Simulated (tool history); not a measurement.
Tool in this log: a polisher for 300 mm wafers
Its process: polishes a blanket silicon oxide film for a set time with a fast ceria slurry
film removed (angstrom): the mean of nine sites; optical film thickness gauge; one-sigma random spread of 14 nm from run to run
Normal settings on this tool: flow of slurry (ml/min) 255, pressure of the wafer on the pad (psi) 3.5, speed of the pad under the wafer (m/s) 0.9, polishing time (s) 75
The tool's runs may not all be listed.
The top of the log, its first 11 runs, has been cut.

run	hour	flow of slurry (ml/min)	pressure of the wafer on the pad (psi)	speed of the pad under the wafer (m/s)	polishing time (s)	incoming thickness of the incoming film, nm	film removed (angstrom)
# hour 125: head pressure recalibrated
# hour 127.2: worn pad replaced by a new one
12	127.7	255	3.5	0.9	75	3622.7	11342
13	133.7	255	3.5	0.9	75	3678.2	11328
14	147.5	255	3.5	0.9	75	3607.8	11194
15	163.3	255	3.5	0.9	75	3624.8	11149
16	173.9	255	3.5	0.9	75	3673.2	11094
17	188.7	255	3.5	0.9	75	3587.2	11163
# hour 199.9: head pressure recalibrated, repeated, since the last time left the tool worse
18	200.4	255	3.5	0.76	75	3624.9	11146
# hour 212.5: worn pad replaced by a new one
19	213	255	4.5	0.9	75	3710.6	16930
20	221.6	255	3.1	1.22	75	3650.6	15836

Expected results for the next run?
21	232.3	255	2.4	0.9	83	3632.8	?

{"run 21": {"film removed (angstrom)": 9797}}
Had the tool carried no hidden state, the very same run would have given film removed (angstrom) 9837.
